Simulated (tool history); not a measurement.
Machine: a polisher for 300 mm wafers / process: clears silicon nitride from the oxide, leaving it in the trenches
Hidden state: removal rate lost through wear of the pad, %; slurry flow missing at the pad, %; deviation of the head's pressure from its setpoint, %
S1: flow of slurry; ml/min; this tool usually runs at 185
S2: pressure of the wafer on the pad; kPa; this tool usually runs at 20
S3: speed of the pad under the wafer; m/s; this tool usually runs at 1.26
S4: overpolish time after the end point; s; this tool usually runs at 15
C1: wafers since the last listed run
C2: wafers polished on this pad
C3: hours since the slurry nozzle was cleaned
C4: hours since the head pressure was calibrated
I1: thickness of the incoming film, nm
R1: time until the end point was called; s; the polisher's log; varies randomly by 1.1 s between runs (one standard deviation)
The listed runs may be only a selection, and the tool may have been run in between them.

run 1 day=0 | S1=185 S2=20 S3=1.26 S4=15 | C1=0 C2=533 C3=467.7 C4=209.6 | I1=110.2 | R1=98
-- day=0.688 slurry nozzle cleaned
-- day=3.525 head pressure recalibrated
run 2 day=3.783 | S1=185 S2=20 S3=1.26 S4=15 | C1=577 C2=1110 C3=74.3 C4=6.2 | I1=110.5 | R1=102.9
run 3 day=5.75 | S1=185 S2=20 S3=1.26 S4=15 | C1=310 C2=1421 C3=121.5 C4=53.4 | I1=111.7 | R1=110.3
-- day=7.312 worn pad replaced by a new one
run 4 day=9.629 | S1=185 S2=20 S3=1.26 S4=15 | C1=585 C2=365 C3=214.6 C4=146.5 | I1=109.9 | R1=97.1
run 5 day=13.033 | S1=185 S2=20 S3=1.26 S4=15 | C1=536 C2=902 C3=296.3 C4=228.2 | I1=112.2 | R1=102.2
-- day=15.379 head pressure recalibrated
run 6 day=17.162 | S1=185 S2=20 S3=1.26 S4=15 | C1=638 C2=1540 C3=395.4 C4=42.8 | I1=108.4 | R1=107.5
-- day=17.417 worn pad replaced by a new one, of another model than before
-- day=18.879 slurry nozzle cleaned
run 7 day=20.704 | S1=185 S2=20 S3=1.26 S4=15 | C1=525 C2=511 C3=43.8 C4=127.8 | I1=107.6 | R1=95.4
run 8 day=23.667 | S1=185 S2=15.2 S3=1.26 S4=9 | C1=467 C2=979 C3=114.9 C4=198.9 | I1=108.8 | R1=123.7
run 9 day=26.167 | S1=185 S2=20 S3=1.26 S4=15 | C1=394 C2=1373 C3=174.9 C4=258.9 | I1=110.4 | R1=106.8
-- day=27.671 head pressure recalibrated
-- day=27.779 worn pad replaced by a new one
run 10 day=30.267 | S1=120 S2=20 S3=1.26 S4=15 | C1=616 C2=392 C3=273.3 C4=62.3 | I1=112.1 | R1=119.9
run 11 day=33.275 | S1=150 S2=20 S3=1.26 S4=15 | C1=474 C2=867 C3=345.5 C4=134.5 | I1=109 | R1=107.4
run 12 day=34.879 | S1=185 S2=20 S3=1.26 S4=15 | C1=253 C2=1120 C3=384 C4=173 | I1=112.6 | R1=108.7
-- day=37.229 slurry nozzle cleaned
-- day=38.654 worn pad replaced by a new one
run 13 day=39.162 | S1=185 S2=23.4 S3=1.26 S4=23 | C1=642 C2=80 C3=46.4 C4=275.8 | I1=109.8 | R1=85.7
run 14 day=41.146 | S1=230 S2=15.2 S3=1 S4=15 | C1=312 C2=392 C3=94 C4=323.4 | I1=109.7 | R1=136.7
-- day=41.554 head pressure recalibrated
run 15 day=44.208 | S1=185 S2=20 S3=1.26 S4=15 | C1=469 C2=862 C3=167.5 C4=63.7 | I1=110.3 | R1=102.2
-- day=48.442 worn pad replaced by a new one
run 16 day=48.462 | S1=205 S2=20 S3=1.26 S4=15 | C1=644 C2=3 C3=269.6 C4=165.8 | I1=109.3 | R1=93

Alternative continuations, all from the tool just after run 16; predict every row:
run A day=48.483 | S1=185 S2=20 S3=1.26 S4=15 | C1=3 C2=6 C3=270.1 C4=166.3 | I1=109.9 | R1=?
run B day=48.483 | S1=125 S2=13.8 S3=1.4 S4=20 | C1=3 C2=6 C3=270.1 C4=166.3 | I1=109.9 | R1=?
run C day=48.483 | S1=185 S2=20 S3=1.26 S4=10 | C1=3 C2=6 C3=270.1 C4=166.3 | I1=109.9 | R1=?
run D day=48.483 | S1=215 S2=20 S3=1.04 S4=15 | C1=3 C2=6 C3=270.1 C4=166.3 | I1=109.9 | R1=?
run E day=48.483 | S1=185 S2=20 S3=1.6 S4=15 | C1=3 C2=6 C3=270.1 C4=166.3 | I1=109.9 | R1=?

run=A R1=96.6
run=B R1=137.7
run=C R1=96.6
run=D R1=106.6
run=E R1=81.4
Had the tool no hidden state, the same runs would have come out as:
run=A R1=95.7
run=B R1=136.5
run=C R1=95.7
run=D R1=105.6
run=E R1=80.7
